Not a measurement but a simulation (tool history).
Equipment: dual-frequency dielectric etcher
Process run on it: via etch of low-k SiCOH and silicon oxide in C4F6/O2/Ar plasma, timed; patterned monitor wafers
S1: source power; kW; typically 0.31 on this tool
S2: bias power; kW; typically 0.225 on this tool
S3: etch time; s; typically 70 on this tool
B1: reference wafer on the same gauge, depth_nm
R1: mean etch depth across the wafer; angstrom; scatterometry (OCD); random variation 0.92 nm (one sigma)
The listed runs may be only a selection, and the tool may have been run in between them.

run 1 hour=0 | S1=0.31 S2=0.225 S3=84.5 | B1=173.3 | R1=2188
run 2 hour=49.6 | S1=0.31 S2=0.205 S3=64.5 | B1=173 | R1=1632
run 3 hour=88.3 | S1=0.31 S2=0.225 S3=70 | B1=173 | R1=1814
run 4 hour=123.4 | S1=0.31 S2=0.225 S3=70 | B1=172.7 | R1=1787
run 5 hour=169.1 | S1=0.31 S2=0.225 S3=70 | B1=173.6 | R1=1801
run 6 hour=219.9 | S1=0.31 S2=0.225 S3=70 | B1=172.8 | R1=1790
run 7 hour=270.1 | S1=0.31 S2=0.225 S3=70 | B1=173 | R1=1770
run 8 hour=309 | S1=0.31 S2=0.225 S3=70 | B1=173.3 | R1=1777
run 9 hour=336.5 | S1=0.31 S2=0.225 S3=70 | B1=172.9 | R1=1770
run 10 hour=387.7 | S1=0.31 S2=0.225 S3=70 | B1=172.8 | R1=1776
-- hour=442.1 gauge calibrated
run 11 hour=474.9 | S1=0.31 S2=0.225 S3=60 | B1=173 | R1=1514
-- hour=525.2 wet clean of the chamber
run 12 hour=528.8 | S1=0.31 S2=0.225 S3=60 | B1=173.3 | R1=1468
run 13 hour=599.6 | S1=0.31 S2=0.225 S3=70 | B1=172.9 | R1=1709
run 14 hour=669.5 | S1=0.26 S2=0.242 S3=70 | B1=173.1 | R1=1572
run 15 hour=708.4 | S1=0.31 S2=0.198 S3=50 | B1=173.2 | R1=1168
-- hour=736.3 wet clean of the chamber, repeated, since the last time left the tool worse
run 16 hour=740.8 | S1=0.31 S2=0.225 S3=70 | B1=172.9 | R1=1831
run 17 hour=790.7 | S1=0.31 S2=0.198 S3=50 | B1=172.8 | R1=1261
-- hour=808.7 bias power generator calibrated
run 18 hour=845.8 | S1=0.31 S2=0.225 S3=91 | B1=172.8 | R1=2371
run 19 hour=877.6 | S1=0.24 S2=0.268 S3=64 | B1=173.1 | R1=1488
run 20 hour=939.5 | S1=0.31 S2=0.225 S3=82.5 | B1=173 | R1=2159
-- hour=1003.6 upper electrode replaced
run 21 hour=1004.1 | S1=0.28 S2=0.209 S3=80.5 | B1=172.9 | R1=1911
run 22 hour=1053.9 | S1=0.31 S2=0.202 S3=78.5 | B1=172.9 | R1=1941
-- hour=1063.8 source power generator calibrated
run 23 hour=1223.3 | S1=0.31 S2=0.251 S3=88 | B1=173.4 | R1=2312
run 24 hour=1259.9 | S1=0.31 S2=0.225 S3=70 | B1=173.1 | R1=1786
run 25 hour=1319.6 | S1=0.31 S2=0.225 S3=60 | B1=172.9 | R1=1517
-- hour=1363.9 wet clean of the chamber
run 26 hour=1364.4 | S1=0.31 S2=0.225 S3=70 | B1=173 | R1=1833
run 27 hour=1428.8 | S1=0.31 S2=0.246 S3=91 | B1=173.1 | R1=2424
run 28 hour=1463.9 | S1=0.25 S2=0.24 S3=83 | B1=172.9 | R1=1946
run 29 hour=1494.9 | S1=0.31 S2=0.225 S3=70 | B1=172.7 | R1=1826

Branching from run 29: 4 alternative next runs. What would each branch give?
run A hour=1495.3 | S1=0.31 S2=0.274 S3=70 | B1=? | R1=?
run B hour=1495.3 | S1=0.34 S2=0.225 S3=56 | B1=? | R1=?
run C hour=1495.3 | S1=0.31 S2=0.225 S3=61.5 | B1=? | R1=?
run D hour=1495.3 | S1=0.28 S2=0.265 S3=70 | B1=? | R1=?

run=A B1=172.9 R1=1940
run=B B1=172.9 R1=1542
run=C B1=172.9 R1=1607
run=D B1=172.9 R1=1809
Take away the tool's hidden state, keep each run's random variation, and the runs would have read:
run=A R1=1937
run=B R1=1540
run=C R1=1605
run=D R1=1806

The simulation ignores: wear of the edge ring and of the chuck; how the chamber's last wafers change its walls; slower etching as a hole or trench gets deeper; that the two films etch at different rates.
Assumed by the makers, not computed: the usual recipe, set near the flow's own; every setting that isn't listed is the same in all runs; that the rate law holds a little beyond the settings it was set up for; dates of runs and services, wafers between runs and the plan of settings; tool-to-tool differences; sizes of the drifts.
